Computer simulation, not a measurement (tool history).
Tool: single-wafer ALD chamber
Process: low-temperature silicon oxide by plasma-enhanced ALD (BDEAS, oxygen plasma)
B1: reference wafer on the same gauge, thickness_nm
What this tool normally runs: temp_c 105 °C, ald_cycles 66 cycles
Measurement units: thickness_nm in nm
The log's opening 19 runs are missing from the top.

Run 20, day 65.508: usual settings but temp_c 112 °C; B1 10.161. Result: thickness_nm 9.744 nm.
Run 21, day 68.233: usual settings but temp_c 114 °C; B1 10.162. Result: thickness_nm 9.748 nm.
Run 22, day 72.417: usual settings but temp_c 114 °C; B1 10.178. Result: thickness_nm 9.731 nm.
At day 73.050: thermocouple changed; heater temperature recalibrated.
Run 23, day 74.821: usual settings; B1 10.141. Result: thickness_nm 9.984 nm.
Run 24, day 86.067: usual settings; B1 10.162. Result: thickness_nm 9.959 nm.
Run 25, day 92.079: usual settings but temp_c 91 °C, ald_cycles 57 cycles; B1 10.162. Result: thickness_nm 8.911 nm.
Run 26, day 95.512: usual settings; B1 10.155. Result: thickness_nm 9.982 nm.
Run 27, day 98.758: usual settings but temp_c 94 °C, ald_cycles 57 cycles; B1 10.151. Result: thickness_nm 8.816 nm.
Run 28, day 101.317: usual settings but temp_c 111 °C, ald_cycles 59 cycles; B1 10.157. Result: thickness_nm 8.840 nm.
Run 29, day 105.083: usual settings but temp_c 99 °C; B1 10.150. Result: thickness_nm 10.023 nm.
Run 30, day 106.921: usual settings but temp_c 117 °C, ald_cycles 79 cycles; B1 10.166. Result: thickness_nm 11.659 nm.
Run 31, day 110.021: usual settings; B1 10.150. Result: thickness_nm 9.917 nm.
Run 32, day 113.338: usual settings but temp_c 94 °C, ald_cycles 56 cycles; B1 10.155. Result: thickness_nm 8.653 nm.
Run 33, day 126.267: usual settings but temp_c 112 °C, ald_cycles 74 cycles; B1 10.163. Result: thickness_nm 10.961 nm.
Run 34, day 127.938: usual settings but temp_c 117 °C, ald_cycles 76 cycles; B1 10.159. Result: thickness_nm 11.182 nm.
Run 35, day 131.846: usual settings but ald_cycles 78 cycles; B1 10.175. Result: thickness_nm 11.758 nm.
Run 36, day 140.233: usual settings but temp_c 113 °C, ald_cycles 61 cycles; B1 10.145. Result: thickness_nm 9.005 nm.
Run 37, day 143.079: usual settings but temp_c 111 °C, ald_cycles 77 cycles; B1 10.169. Result: thickness_nm 11.418 nm.
Run 38, day 144.600: usual settings but temp_c 114 °C, ald_cycles 54 cycles; B1 10.153. Result: thickness_nm 7.959 nm.
Run 39, day 148.038: usual settings but temp_c 101 °C, ald_cycles 58 cycles; B1 10.160. Result: thickness_nm 8.740 nm.
Run 40, day 150.088: usual settings; B1 10.171. Result: thickness_nm 9.879 nm.
Run 41, day 154.271: usual settings but ald_cycles 76 cycles; B1 10.160. Result: thickness_nm 11.368 nm.
Run 42, day 156.538: usual settings but ald_cycles 62 cycles; B1 10.169. Result: thickness_nm 9.273 nm.
Run 43, day 159.767: usual settings but temp_c 113 °C, ald_cycles 75 cycles; B1 10.153. Result: thickness_nm 11.084 nm.
At day 161.979: thermocouple changed; heater temperature recalibrated.
Run 44, day 162.554: usual settings but temp_c 115 °C, ald_cycles 53 cycles; B1 10.170. Result: thickness_nm 7.871 nm.

Alternative continuations, all from the tool just after run 44; predict every row:
Run A, day 162.575: usual settings; B1 ?. Result: thickness_nm ?.
Run B, day 162.575: usual settings but temp_c 111 °C, ald_cycles 60 cycles; B1 ?. Result: thickness_nm ?.
Run C, day 162.575: usual settings but temp_c 109 °C, ald_cycles 53 cycles; B1 ?. Result: thickness_nm ?.

run      B1  thickness_nm
  A  10.149         9.988
  B  10.149         8.993
  C  10.149         7.970
Take away the tool's hidden state, keep each run's random variation, and the runs would have read:
run  thickness_nm
  A         9.985
  B         8.990
  C         7.967
